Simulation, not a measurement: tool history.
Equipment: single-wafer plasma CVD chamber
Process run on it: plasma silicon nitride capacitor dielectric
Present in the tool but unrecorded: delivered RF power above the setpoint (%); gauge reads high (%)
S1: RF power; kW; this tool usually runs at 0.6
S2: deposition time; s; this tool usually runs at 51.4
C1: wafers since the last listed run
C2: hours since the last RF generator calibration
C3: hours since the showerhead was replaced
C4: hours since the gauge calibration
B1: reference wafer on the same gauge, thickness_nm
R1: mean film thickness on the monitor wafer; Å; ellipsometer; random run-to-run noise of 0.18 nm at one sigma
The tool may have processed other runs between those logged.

run	hour	S1	S2	C1	C2	C3	C4	B1	R1
1	0	0.6	45.2	0	1884.7	2804.9	24.5	79.208	656.99
2	20.5	0.6	45.2	403	1905.2	2825.4	45	79.188	655.23
3	33.4	0.6	51.4	253	1918.1	2838.3	57.9	79.199	745.62
4	48.3	0.6	51.4	292	1933	2853.2	72.8	79.208	745.09
5	73.3	0.6	51.4	491	1958	2878.2	97.8	79.166	744.6
6	109	0.655	51.4	701	1993.7	2913.9	133.5	79.188	765.83
7	128.6	0.6	51.4	385	2013.3	2933.5	153.1	79.194	748.42
8	163.5	0.6	51.4	686	2048.2	2968.4	188	79.214	740.31
9	199.3	0.6	51.4	703	2084	3004.2	223.8	79.208	745.14
10	224.1	0.6	51.4	487	2108.8	3029	248.6	79.207	743.18
11	258.8	0.6	51.4	682	2143.5	3063.7	283.3	79.19	744.76
12	274.8	0.6	51.4	314	2159.5	3079.7	299.3	79.241	741.4
# hour 304.7: RF generator calibrated
13	309.5	0.6	51.4	524	4.8	3114.4	334	79.203	770.52
14	393.9	0.6	51.4	1659	89.2	3198.8	418.4	79.219	770.9
# hour 406.3: showerhead replaced
15	414.9	0.53	58.8	255	110.2	8.6	439.4	79.161	843.83
16	450	0.56	55.9	690	145.3	43.7	474.5	79.22	813.6
17	475	0.6	51.4	491	170.3	68.7	499.5	79.221	770.76
18	502.5	0.6	51.4	540	197.8	96.2	527	79.2	766.52
19	517	0.6	51.4	285	212.3	110.7	541.5	79.201	766.87
# hour 519: gauge calibrated
20	536.3	0.49	51.4	379	231.6	130	17.3	79.232	720.43
21	566.7	0.545	42.7	597	262	160.4	47.7	79.217	616.6
22	599	0.6	57.6	635	294.3	192.7	80	79.197	863.49
23	638.2	0.6	51.4	770	333.5	231.9	119.2	79.205	767.11
24	654	0.6	51.4	310	349.3	247.7	135	79.214	768.61
25	689.9	0.6	54.7	705	385.2	283.6	170.9	79.186	813.01
26	710.5	0.6	51.4	405	405.8	304.2	191.5	79.172	762.56
27	743.4	0.5	48.4	646	438.7	337.1	224.4	79.198	679.25
28	778.4	0.71	55.5	688	473.7	372.1	259.4	79.176	871.18
29	794.4	0.665	57.2	314	489.7	388.1	275.4	79.243	880.06
30	817.1	0.49	60.9	446	512.4	410.8	298.1	79.183	846.69
31	833.1	0.655	51.4	314	528.4	426.8	314.1	79.211	785.32
32	853.2	0.6	51.4	395	548.5	446.9	334.2	79.223	764.29
33	867.3	0.555	46.8	277	562.6	461	348.3	79.205	679.47
34	881.7	0.7	51.4	283	577	475.4	362.7	79.216	800.76
35	912.3	0.535	60.6	601	607.6	506	393.3	79.207	869.01
36	929.6	0.6	51.4	340	624.9	523.3	410.6	79.19	766.28

For each run, the measured value with the value that run would have given without the tool's hidden condition subtracted. The run-to-run variation is shared by both, the gauge scatter possibly not:
run	R1
1	-22.45
2	-22.6
3	-25.85
4	-26
5	-26.26
6	-27.41
7	-27.01
8	-27.1
9	-27.67
10	-27.87
11	-28.32
12	-28.37
13	-2.66
14	-3.51
15	-4.07
16	-4.3
17	-4.33
18	-4.58
19	-4.73
20	-4.62
21	-4.2
22	-6.25
23	-5.95
24	-6.11
25	-6.85
26	-6.64
27	-6.21
28	-8.36
29	-8.64
30	-8.57
31	-8.12
32	-8.1
33	-7.33
34	-8.79
35	-9.9
36	-8.9
